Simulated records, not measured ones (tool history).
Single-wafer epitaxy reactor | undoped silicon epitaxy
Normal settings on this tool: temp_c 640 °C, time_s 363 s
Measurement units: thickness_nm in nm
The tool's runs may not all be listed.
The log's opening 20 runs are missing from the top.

run	hour	temp_c	time_s	wafers since the last listed run	hours since the last pyrometer calibration	hours since the gauge calibration	read-back reference wafer on the same gauge, thickness_nm	thickness_nm
21	565.1	645	432	70	845.8	670.1	54.700	65.080
22	581.7	654	315	52	862.4	686.7	54.797	56.184
23	609.3	648	390	86	890.0	714.3	54.698	62.192
24	645.1	645	389	112	925.8	750.1	54.770	58.450
25	675.0	640	363	94	955.7	780.0	54.703	49.953
# hour 695.8: gauge calibrated
26	706.1	628	430	97	986.8	10.3	54.770	46.510
27	733.2	640	411	85	1013.9	37.4	54.703	57.021
# hour 776.8: pyrometer calibrated
28	807.7	647	425	209	30.9	111.9	54.680	64.933
29	833.6	633	419	81	56.8	137.8	54.800	48.996

Run 30 comes next. What will it give?
30	855.7	647	363	69	78.9	159.9	?	?

read-back reference wafer on the same gauge, thickness_nm: 54.687
thickness_nm: 55.595 nm
With no hidden state in the tool, this same run would have given thickness_nm 55.435 nm.
